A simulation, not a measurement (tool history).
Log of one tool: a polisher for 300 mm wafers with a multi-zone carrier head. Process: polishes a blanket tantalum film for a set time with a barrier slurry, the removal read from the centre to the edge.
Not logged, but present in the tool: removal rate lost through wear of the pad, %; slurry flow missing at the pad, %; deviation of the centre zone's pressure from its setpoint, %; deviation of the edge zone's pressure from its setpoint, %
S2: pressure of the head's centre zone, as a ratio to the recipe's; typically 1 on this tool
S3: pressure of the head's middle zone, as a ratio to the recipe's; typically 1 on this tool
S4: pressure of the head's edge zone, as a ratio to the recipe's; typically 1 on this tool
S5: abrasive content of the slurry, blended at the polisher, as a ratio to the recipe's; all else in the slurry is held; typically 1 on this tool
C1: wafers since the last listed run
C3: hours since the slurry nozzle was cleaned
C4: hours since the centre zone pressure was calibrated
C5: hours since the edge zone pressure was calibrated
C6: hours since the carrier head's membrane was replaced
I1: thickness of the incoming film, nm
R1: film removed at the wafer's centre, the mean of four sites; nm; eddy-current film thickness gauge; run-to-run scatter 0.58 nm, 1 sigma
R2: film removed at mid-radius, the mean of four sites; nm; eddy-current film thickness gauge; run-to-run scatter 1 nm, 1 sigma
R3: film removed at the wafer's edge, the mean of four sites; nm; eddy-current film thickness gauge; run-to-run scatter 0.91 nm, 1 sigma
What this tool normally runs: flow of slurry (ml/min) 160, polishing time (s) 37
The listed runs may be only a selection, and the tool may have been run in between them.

{"run": 1, "day": 0.0, "flow of slurry (ml/min)": 160, "S2": 1, "S3": 1, "S4": 1, "S5": 1, "polishing time (s)": 37, "C1": 0, "wafers polished on this pad": 36, "C3": 2.8, "C4": 339.6, "C5": 1109.2, "C6": 1550.9, "I1": 427.2, "R1": 80.7, "R2": 83.5, "R3": 79.7}
{"run": 2, "day": 0.746, "flow of slurry (ml/min)": 160, "S2": 1, "S3": 1, "S4": 1, "S5": 1, "polishing time (s)": 37, "C1": 133, "wafers polished on this pad": 169, "C3": 20.7, "C4": 357.5, "C5": 1127.1, "C6": 1568.8, "I1": 423.5, "R1": 81.1, "R2": 83, "R3": 80.6}
{"day": 1.125, "done": "edge zone pressure recalibrated"}
{"run": 3, "day": 1.588, "flow of slurry (ml/min)": 160, "S2": 1, "S3": 1, "S4": 1, "S5": 1, "polishing time (s)": 37, "C1": 135, "wafers polished on this pad": 305, "C3": 40.9, "C4": 377.7, "C5": 11.1, "C6": 1589, "I1": 426.5, "R1": 79.5, "R2": 81.4, "R3": 80.2}
{"run": 4, "day": 2.55, "flow of slurry (ml/min)": 160, "S2": 1, "S3": 1, "S4": 1, "S5": 1, "polishing time (s)": 37, "C1": 172, "wafers polished on this pad": 477, "C3": 64, "C4": 400.8, "C5": 34.2, "C6": 1612.1, "I1": 425.8, "R1": 79.7, "R2": 81.3, "R3": 78.3}
{"run": 5, "day": 3.229, "flow of slurry (ml/min)": 160, "S2": 1, "S3": 0.94, "S4": 1, "S5": 0.75, "polishing time (s)": 37, "C1": 121, "wafers polished on this pad": 599, "C3": 80.3, "C4": 417.1, "C5": 50.5, "C6": 1628.4, "I1": 426.6, "R1": 70.7, "R2": 69.4, "R3": 68.6}
{"run": 6, "day": 4.629, "flow of slurry (ml/min)": 160, "S2": 1, "S3": 0.94, "S4": 1, "S5": 0.75, "polishing time (s)": 37, "C1": 250, "wafers polished on this pad": 850, "C3": 113.9, "C4": 450.7, "C5": 84.1, "C6": 1662, "I1": 430, "R1": 68.4, "R2": 67, "R3": 66.8}
{"run": 7, "day": 5.138, "flow of slurry (ml/min)": 110, "S2": 1, "S3": 1, "S4": 1, "S5": 1, "polishing time (s)": 37, "C1": 90, "wafers polished on this pad": 941, "C3": 126.1, "C4": 462.9, "C5": 96.3, "C6": 1674.2, "I1": 422, "R1": 67.9, "R2": 70.7, "R3": 69.4}
{"day": 5.575, "done": "worn pad replaced by a new one"}
{"run": 8, "day": 5.917, "flow of slurry (ml/min)": 160, "S2": 0.94, "S3": 0.9, "S4": 1, "S5": 1, "polishing time (s)": 37, "C1": 109, "wafers polished on this pad": 61, "C3": 144.8, "C4": 481.6, "C5": 115, "C6": 1692.9, "I1": 423.5, "R1": 76, "R2": 76.6, "R3": 79}
{"day": 6.354, "done": "carrier head's membrane replaced by a new one"}
{"run": 9, "day": 7.246, "flow of slurry (ml/min)": 135, "S2": 1, "S3": 0.93, "S4": 0.93, "S5": 1, "polishing time (s)": 37, "C1": 200, "wafers polished on this pad": 261, "C3": 176.7, "C4": 513.5, "C5": 146.9, "C6": 21.4, "I1": 437.6, "R1": 76.2, "R2": 72.9, "R3": 73.3}
{"run": 10, "day": 8.146, "flow of slurry (ml/min)": 160, "S2": 1.12, "S3": 1, "S4": 1.08, "S5": 1.1, "polishing time (s)": 37, "C1": 161, "wafers polished on this pad": 423, "C3": 198.3, "C4": 535.1, "C5": 168.5, "C6": 43, "I1": 428.4, "R1": 92.3, "R2": 83.2, "R3": 84.1}
{"day": 9.179, "done": "centre zone pressure recalibrated"}
{"run": 11, "day": 9.321, "flow of slurry (ml/min)": 160, "S2": 1, "S3": 1, "S4": 1, "S5": 1, "polishing time (s)": 47, "C1": 195, "wafers polished on this pad": 618, "C3": 226.5, "C4": 3.4, "C5": 196.7, "C6": 71.2, "I1": 421.7, "R1": 100.3, "R2": 101.2, "R3": 95.7}
{"run": 12, "day": 9.85, "flow of slurry (ml/min)": 160, "S2": 1, "S3": 1, "S4": 1, "S5": 1, "polishing time (s)": 47, "C1": 94, "wafers polished on this pad": 713, "C3": 239.2, "C4": 16.1, "C5": 209.4, "C6": 83.9, "I1": 436.1, "R1": 96.5, "R2": 99.4, "R3": 96.9}
{"run": 13, "day": 11.133, "flow of slurry (ml/min)": 115, "S2": 0.89, "S3": 1, "S4": 1, "S5": 1, "polishing time (s)": 37, "C1": 229, "wafers polished on this pad": 942, "C3": 270, "C4": 46.9, "C5": 240.2, "C6": 114.7, "I1": 428.9, "R1": 60.4, "R2": 71.9, "R3": 69}
{"day": 11.517, "done": "worn pad replaced by a new one"}
{"run": 14, "day": 11.733, "flow of slurry (ml/min)": 160, "S2": 1.08, "S3": 1, "S4": 1, "S5": 1, "polishing time (s)": 37, "C1": 77, "wafers polished on this pad": 38, "C3": 284.4, "C4": 61.3, "C5": 254.6, "C6": 129.1, "I1": 435.6, "R1": 89.4, "R2": 82.5, "R3": 80.3}
{"run": 15, "day": 12.479, "flow of slurry (ml/min)": 160, "S2": 1, "S3": 1, "S4": 1, "S5": 1, "polishing time (s)": 37, "C1": 133, "wafers polished on this pad": 172, "C3": 302.3, "C4": 79.2, "C5": 272.5, "C6": 147, "I1": 422.5, "R1": 81.1, "R2": 83.7, "R3": 80.7}
{"run": 16, "day": 13.171, "flow of slurry (ml/min)": 185, "S2": 0.89, "S3": 1, "S4": 0.94, "S5": 1, "polishing time (s)": 47, "C1": 123, "wafers polished on this pad": 296, "C3": 318.9, "C4": 95.8, "C5": 289.1, "C6": 163.6, "I1": 430.3, "R1": 95.2, "R2": 108.5, "R3": 98.5}
{"run": 17, "day": 14.096, "flow of slurry (ml/min)": 215, "S2": 1, "S3": 0.95, "S4": 1, "S5": 0.75, "polishing time (s)": 47, "C1": 165, "wafers polished on this pad": 461, "C3": 341.1, "C4": 118, "C5": 311.3, "C6": 185.8, "I1": 425.5, "R1": 95.8, "R2": 93.6, "R3": 92.4}
{"run": 18, "day": 15.154, "flow of slurry (ml/min)": 130, "S2": 0.9, "S3": 1, "S4": 0.96, "S5": 1, "polishing time (s)": 28, "C1": 189, "wafers polished on this pad": 651, "C3": 366.5, "C4": 143.4, "C5": 336.7, "C6": 211.2, "I1": 435.6, "R1": 50.7, "R2": 58, "R3": 56}
{"run": 19, "day": 16.212, "flow of slurry (ml/min)": 160, "S2": 1, "S3": 1, "S4": 1, "S5": 1, "polishing time (s)": 37, "C1": 189, "wafers polished on this pad": 840, "C3": 391.9, "C4": 168.8, "C5": 362.1, "C6": 236.6, "I1": 431, "R1": 77.3, "R2": 79.8, "R3": 75.9}
{"run": 20, "day": 16.942, "flow of slurry (ml/min)": 160, "S2": 1, "S3": 1, "S4": 1, "S5": 1, "polishing time (s)": 37, "C1": 130, "wafers polished on this pad": 971, "C3": 409.4, "C4": 186.3, "C5": 379.6, "C6": 254.1, "I1": 429.8, "R1": 75.6, "R2": 77.3, "R3": 74.3}
{"day": 17.708, "done": "worn pad replaced by a new one"}
{"run": 21, "day": 17.808, "flow of slurry (ml/min)": 160, "S2": 1, "S3": 1, "S4": 1, "S5": 1, "polishing time (s)": 37, "C1": 125, "wafers polished on this pad": 17, "C3": 430.2, "C4": 207.1, "C5": 400.4, "C6": 274.9, "I1": 437.2, "R1": 80.7, "R2": 84, "R3": 79.9}

Branching from run 21: 5 alternative next runs. What would each branch give?
{"run": "A", "day": 17.825, "flow of slurry (ml/min)": 160, "S2": 1, "S3": 1, "S4": 1, "S5": 1, "polishing time (s)": 37, "C1": 2, "wafers polished on this pad": 20, "C3": 430.6, "C4": 207.5, "C5": 400.8, "C6": 275.3, "I1": 431.7, "R1": "?", "R2": "?", "R3": "?"}
{"run": "B", "day": 17.825, "flow of slurry (ml/min)": 120, "S2": 1, "S3": 1, "S4": 1.05, "S5": 1, "polishing time (s)": 44, "C1": 2, "wafers polished on this pad": 20, "C3": 430.6, "C4": 207.5, "C5": 400.8, "C6": 275.3, "I1": 431.7, "R1": "?", "R2": "?", "R3": "?"}
{"run": "C", "day": 17.825, "flow of slurry (ml/min)": 160, "S2": 1, "S3": 0.93, "S4": 1, "S5": 0.9, "polishing time (s)": 37, "C1": 2, "wafers polished on this pad": 20, "C3": 430.6, "C4": 207.5, "C5": 400.8, "C6": 275.3, "I1": 431.7, "R1": "?", "R2": "?", "R3": "?"}
{"run": "D", "day": 17.825, "flow of slurry (ml/min)": 140, "S2": 1.1, "S3": 1, "S4": 1.03, "S5": 1, "polishing time (s)": 37, "C1": 2, "wafers polished on this pad": 20, "C3": 430.6, "C4": 207.5, "C5": 400.8, "C6": 275.3, "I1": 431.7, "R1": "?", "R2": "?", "R3": "?"}
{"run": "E", "day": 17.825, "flow of slurry (ml/min)": 130, "S2": 1.07, "S3": 1, "S4": 1, "S5": 1.2, "polishing time (s)": 44, "C1": 2, "wafers polished on this pad": 20, "C3": 430.6, "C4": 207.5, "C5": 400.8, "C6": 275.3, "I1": 431.7, "R1": "?", "R2": "?", "R3": "?"}

run=A R1=81.1 R2=82.5 R3=80.3
run=B R1=89.3 R2=91.6 R3=93.2
run=C R1=78.1 R2=74.8 R3=77.5
run=D R1=86.4 R2=80.1 R3=79.8
run=E R1=103.5 R2=98.8 R3=97.6
Take away the tool's hidden state, keep each run's random variation, and the runs would have read:
run=A R1=81.6 R2=83 R3=80.8
run=B R1=89.9 R2=92.2 R3=93.8
run=C R1=78.7 R2=75.3 R3=78
run=D R1=87 R2=80.6 R3=80.3
run=E R1=104.2 R2=99.5 R3=98.2

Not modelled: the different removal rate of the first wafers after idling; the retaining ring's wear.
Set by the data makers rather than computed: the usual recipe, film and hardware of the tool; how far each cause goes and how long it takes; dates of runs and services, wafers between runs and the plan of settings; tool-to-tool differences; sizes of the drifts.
